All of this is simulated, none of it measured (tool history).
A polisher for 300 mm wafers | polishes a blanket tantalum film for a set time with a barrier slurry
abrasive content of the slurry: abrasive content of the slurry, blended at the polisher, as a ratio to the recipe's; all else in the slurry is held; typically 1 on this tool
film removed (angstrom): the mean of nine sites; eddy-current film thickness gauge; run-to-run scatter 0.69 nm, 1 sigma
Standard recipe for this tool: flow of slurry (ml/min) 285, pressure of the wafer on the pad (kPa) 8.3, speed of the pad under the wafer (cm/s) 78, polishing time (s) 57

run   hour  flow of slurry (ml/min)  pressure of the wafer on the pad (kPa)  speed of the pad under the wafer (cm/s)  abrasive content of the slurry  polishing time (s)  wafers since the last listed run  wafers polished on this pad  hours since the slurry nozzle was cleaned  hours since the head pressure was calibrated  hours since the slurry blender was calibrated  incoming thickness of the incoming film, nm  film removed (angstrom)
  1    0.0                      265                                     8.3                                       78                               1                  57                                 0                          132                                      132.1                                         378.0                                           76.5                                        265.8                      474
  2    9.5                      285                                     8.3                                       78                               1                  57                                92                          224                                      141.6                                         387.5                                           86.0                                        269.4                      479
  3   18.7                      285                                     8.3                                       78                               1                  57                                89                          314                                      150.8                                         396.7                                           95.2                                        265.9                      471
  4   28.5                      285                                     8.3                                       78                               1                  57                                95                          409                                      160.6                                         406.5                                          105.0                                        270.6                      471
  5   39.5                      285                                     8.3                                       78                               1                  57                               106                          516                                      171.6                                         417.5                                          116.0                                        267.7                      463
      46.9  -- slurry nozzle cleaned
      51.9  -- worn pad replaced by a new one
  6   55.9                      285                                     8.3                                       78                               1                  57                               110                           38                                        9.0                                         433.9                                          132.4                                        268.4                      486
  7   68.8                      285                                     8.3                                       78                               1                  57                               125                          164                                       21.9                                         446.8                                          145.3                                        269.1                      489
  8   84.7                      285                                     8.3                                       78                               1                  57                               154                          318                                       37.8                                         462.7                                          161.2                                        271.1                      484
      97.4  -- head pressure recalibrated
  9   97.9                      285                                    10.3                                       78                               1                  49                               108                          427                                       51.0                                           0.5                                          174.4                                        275.4                      502
 10  105.5                      285                                    10.3                                       78                               1                  49                                73                          501                                       58.6                                           8.1                                          182.0                                        270.1                      507
     110.9  -- worn pad replaced by a new one, of another model than before
 11  117.6                      285                                     8.3                                       78                               1                  57                                78                           65                                       70.7                                          20.2                                          194.1                                        271.4                      508
 12  131.4                      285                                     8.3                                       78                               1                  57                               134                          199                                       84.5                                          34.0                                          207.9                                        270.0                      479

Run 13 comes next. What will it give?
 13  147.0                      285                                     8.3                                       78                               1                  38                               151                          350                                      100.1                                          49.6                                          223.5                                        271.7                        ?

{"run 13": {"film removed (angstrom)": 320}}
If the tool had no hidden condition, the same run with the same run-to-run variation would have returned film removed (angstrom) 323.
